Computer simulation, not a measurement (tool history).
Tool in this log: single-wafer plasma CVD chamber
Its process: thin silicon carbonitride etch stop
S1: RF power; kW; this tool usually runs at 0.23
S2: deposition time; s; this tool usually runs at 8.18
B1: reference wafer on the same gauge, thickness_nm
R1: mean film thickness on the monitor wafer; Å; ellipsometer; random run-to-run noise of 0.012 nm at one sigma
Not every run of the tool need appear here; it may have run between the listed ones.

| run | hour | S1 | S2 | B1 | R1 |
|---|---|---|---|---|---|
| 1 | 0 | 0.23 | 8.18 | 5.042 | 48.13 |
| 2 | 12.7 | 0.23 | 8.18 | 5.041 | 48.07 |
| 3 | 28.3 | 0.24 | 9.13 | 5.041 | 54.61 |
| 4 | 37.2 | 0.24 | 9.13 | 5.036 | 54.6 |
| 5 | 44.2 | 0.23 | 8.18 | 5.041 | 48.29 |
| 6 | 52.3 | 0.23 | 8.18 | 5.039 | 48.04 |
| 7 | 67.7 | 0.23 | 7.11 | 5.041 | 41.97 |
| 8 | 79.5 | 0.23 | 7.11 | 5.039 | 41.86 |
| 9 | 92.1 | 0.23 | 8.18 | 5.038 | 48.16 |
|  | 113.9 | RF generator calibrated |
| 10 | 118.3 | 0.23 | 8.72 | 5.04 | 51.46 |
| 11 | 125 | 0.255 | 7.72 | 5.04 | 47.51 |
| 12 | 138.6 | 0.23 | 8.83 | 5.044 | 51.87 |
| 13 | 156.1 | 0.23 | 8.83 | 5.038 | 52.1 |
| 14 | 168.1 | 0.23 | 8.8 | 5.041 | 51.73 |
| 15 | 181.4 | 0.23 | 9.47 | 5.041 | 55.69 |
|  | 191.6 | thermocouple changed; heater temperature recalibrated |
| 16 | 192.1 | 0.23 | 8.18 | 5.041 | 47.91 |
| 17 | 197.7 | 0.23 | 8.18 | 5.04 | 48.02 |
|  | 201.6 | gauge calibrated |
|  | 220.1 | showerhead replaced |
| 18 | 220.6 | 0.19 | 7.26 | 5.04 | 39.57 |
| 19 | 223.1 | 0.23 | 8.18 | 5.04 | 48.13 |
| 20 | 234 | 0.24 | 8.18 | 5.039 | 48.81 |
| 21 | 249.1 | 0.23 | 8.18 | 5.041 | 48.19 |
| 22 | 258.3 | 0.23 | 8.18 | 5.041 | 48.18 |
| 23 | 275 | 0.195 | 8.18 | 5.04 | 44.9 |
| 24 | 288.9 | 0.23 | 8.18 | 5.041 | 48.19 |
| 25 | 306.1 | 0.265 | 8.18 | 5.042 | 50.76 |
| 26 | 317.4 | 0.255 | 6.65 | 5.037 | 40.88 |
| 27 | 328 | 0.24 | 6.63 | 5.04 | 39.66 |
| 28 | 335 | 0.245 | 6.55 | 5.038 | 39.45 |
| 29 | 347.2 | 0.265 | 9.51 | 5.038 | 59.21 |

Forecast each of these 4 alternatives for the next run:
| A | 347.6 | 0.23 | 8.18 | ? | ? |
| B | 347.6 | 0.21 | 9.07 | ? | ? |
| C | 347.6 | 0.2 | 8.18 | ? | ? |
| D | 347.6 | 0.19 | 6.73 | ? | ? |

| run | B1 | R1 |
|---|---|---|
| A | 5.043 | 48.04 |
| B | 5.043 | 51.34 |
| C | 5.043 | 45.37 |
| D | 5.043 | 36.53 |
Without the tool's unlogged condition, the same runs would have read:
| run | R1 |
|---|---|
| A | 48.04 |
| B | 51.34 |
| C | 45.37 |
| D | 36.53 |
